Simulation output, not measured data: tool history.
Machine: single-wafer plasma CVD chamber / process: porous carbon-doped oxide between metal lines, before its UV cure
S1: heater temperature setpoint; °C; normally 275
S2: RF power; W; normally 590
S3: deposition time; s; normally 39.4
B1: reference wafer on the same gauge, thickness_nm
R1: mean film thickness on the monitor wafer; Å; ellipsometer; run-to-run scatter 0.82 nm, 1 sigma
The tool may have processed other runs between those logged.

run,day,S1,S2,S3,B1,R1
1,0.000,275,590,39.4,287.878,2751.97
2,0.596,275,645,39.4,288.248,2918.30
3,1.338,275,645,39.4,287.992,2909.50
# day 3.008: showerhead replaced
4,4.558,275,590,45.5,288.025,3156.92
5,6.038,275,590,45.5,287.990,3168.26
6,6.754,275,590,39.4,287.978,2738.07
7,8.192,275,590,39.4,287.993,2742.68
# day 10.708: RF generator calibrated
8,11.996,275,590,39.4,288.012,2734.09
9,12.533,280,655,39.4,287.806,2856.83
10,13.975,267,635,39.4,288.278,3078.63
# day 16.404: gauge calibrated
11,17.754,275,590,39.4,288.113,2736.95
12,18.650,283,690,41.6,288.237,3073.81
13,19.783,275,590,39.4,287.901,2744.45
14,20.475,275,590,39.4,288.005,2747.32
15,21.388,286,685,33.0,288.014,2375.91
16,22.567,280,655,39.4,287.954,2862.68
17,23.412,261,515,39.4,287.896,2737.81
18,24.467,265,590,37.2,287.976,2786.63
19,25.300,286,590,39.4,287.993,2532.25
20,26.200,265,475,36.7,287.801,2308.02
# day 26.621: thermocouple changed; heater temperature recalibrated
21,26.888,280,680,39.4,287.968,2929.08
22,28.100,266,545,34.1,288.115,2382.21
23,28.996,288,590,42.9,287.870,2706.98
24,30.150,265,590,39.4,287.761,2942.82
25,31.488,275,500,39.4,287.869,2397.27
26,32.000,261,480,45.9,287.995,2989.85
27,32.750,275,590,39.4,287.979,2744.87
28,35.879,275,590,39.4,288.113,2735.12
29,36.400,275,645,39.4,287.841,2938.10
30,36.962,275,655,39.4,287.930,2975.07
31,37.525,281,590,44.5,288.127,2938.27
32,38.250,275,590,39.4,288.165,2747.17
33,39.383,262,590,39.4,287.789,3036.74

Forecast each of these 5 alternatives for the next run:
A,39.400,275,495,39.4,?,?
B,39.400,269,485,46.0,?,?
C,39.400,285,590,39.4,?,?
D,39.400,275,685,36.0,?,?
E,39.400,269,660,35.7,?,?

run,B1,R1
A,288.034,2385.79
B,288.034,2853.69
C,288.034,2556.60
D,288.034,2819.63
E,288.034,2845.21
The same runs, with their run-to-run variation unchanged, on a tool lacking any hidden condition would have given:
run,R1
A,2385.79
B,2853.69
C,2556.60
D,2819.63
E,2845.21
